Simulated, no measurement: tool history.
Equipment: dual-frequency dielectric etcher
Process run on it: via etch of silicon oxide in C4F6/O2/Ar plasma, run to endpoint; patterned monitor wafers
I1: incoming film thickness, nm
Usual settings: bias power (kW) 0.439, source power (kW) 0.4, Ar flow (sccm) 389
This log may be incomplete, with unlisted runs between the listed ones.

Run 1, hour 0: usual settings; I1 81. Result: endpoint time (s) 19.7.
Run 2, hour 8.5: usual settings; I1 80.9. Result: endpoint time (s) 19.9.
Run 3, hour 16.9: usual settings; I1 80.8. Result: endpoint time (s) 19.6.
Run 4, hour 24.8: usual settings; I1 81.2. Result: endpoint time (s) 20.1.
Run 5, hour 36.7: usual settings; I1 80.6. Result: endpoint time (s) 19.6.
Run 6, hour 51.3: usual settings but source power (kW) 0.44; I1 80.7. Result: endpoint time (s) 19.
Run 7, hour 67.7: usual settings but source power (kW) 0.44; I1 80.3. Result: endpoint time (s) 18.8.
At hour 99.4: wet clean of the chamber.
At hour 110.1: upper electrode replaced, of another model than before.
Run 8, hour 110.6: usual settings but source power (kW) 0.44; I1 81.5. Result: endpoint time (s) 20.2.
Run 9, hour 110.9: usual settings; I1 81. Result: endpoint time (s) 20.4.
Run 10, hour 111.2: usual settings; I1 80.2. Result: endpoint time (s) 20.4.
Run 11, hour 121.6: usual settings; I1 81.8. Result: endpoint time (s) 20.6.
Run 12, hour 129.1: usual settings but bias power (kW) 0.51, source power (kW) 0.35; I1 81.5. Result: endpoint time (s) 20.5.
At hour 143.7: bias power generator calibrated.
Run 13, hour 145.2: usual settings but source power (kW) 0.31, Ar flow (sccm) 481; I1 80.6. Result: endpoint time (s) 22.
Run 14, hour 157.1: usual settings but Ar flow (sccm) 468; I1 80.5. Result: endpoint time (s) 20.6.
Run 15, hour 173.4: usual settings; I1 81.3. Result: endpoint time (s) 20.4.
Run 16, hour 190.4: usual settings; I1 81.8. Result: endpoint time (s) 20.5.
Run 17, hour 205.1: usual settings; I1 81.6. Result: endpoint time (s) 20.4.
Run 18, hour 222.6: usual settings but source power (kW) 0.3, Ar flow (sccm) 448; I1 81. Result: endpoint time (s) 21.9.
Run 19, hour 237.1: usual settings; I1 81.2. Result: endpoint time (s) 20.2.
At hour 244.2: source power generator calibrated.
At hour 250.5: Ar flow controller replaced.
Run 20, hour 253.1: usual settings but bias power (kW) 0.371, Ar flow (sccm) 464; I1 81.2. Result: endpoint time (s) 21.2.
Run 21, hour 262.2: usual settings but source power (kW) 0.47; I1 81.2. Result: endpoint time (s) 19.3.
Run 22, hour 278.3: usual settings but bias power (kW) 0.534, source power (kW) 0.33, Ar flow (sccm) 350; I1 80.9. Result: endpoint time (s) 19.9.
Run 23, hour 294.2: usual settings; I1 82.2. Result: endpoint time (s) 20.5.
Run 24, hour 309.5: usual settings but source power (kW) 0.31, Ar flow (sccm) 310; I1 81. Result: endpoint time (s) 20.7.
Run 25, hour 326: usual settings but source power (kW) 0.48, Ar flow (sccm) 461; I1 80.6. Result: endpoint time (s) 19.6.
Run 26, hour 334.2: usual settings but bias power (kW) 0.395; I1 80.4. Result: endpoint time (s) 20.2.
Run 27, hour 342.6: usual settings but bias power (kW) 0.51, source power (kW) 0.44; I1 80.4. Result: endpoint time (s) 19.
Run 28, hour 356.6: usual settings but bias power (kW) 0.511, source power (kW) 0.37, Ar flow (sccm) 466; I1 81.1. Result: endpoint time (s) 20.3.
Run 29, hour 367.3: usual settings; I1 82. Result: endpoint time (s) 20.2.
Run 30, hour 380.8: usual settings but bias power (kW) 0.541, Ar flow (sccm) 427; I1 81.1. Result: endpoint time (s) 19.3.

Alternative continuations, all from the tool just after run 30; predict every row:
Run A, hour 381.2: usual settings but Ar flow (sccm) 330; I1 82.1. Result: endpoint time (s) ?.
Run B, hour 381.2: usual settings but bias power (kW) 0.361; I1 82.1. Result: endpoint time (s) ?.
Run C, hour 381.2: usual settings but bias power (kW) 0.512, source power (kW) 0.45, Ar flow (sccm) 458; I1 82.1. Result: endpoint time (s) ?.

run  endpoint time (s)
  A               19.9
  B               21.1
  C               19.4
With the hidden condition removed and each run's random variation left untouched, the same runs would have given:
run  endpoint time (s)
  A               20.4
  B               21.6
  C               19.8
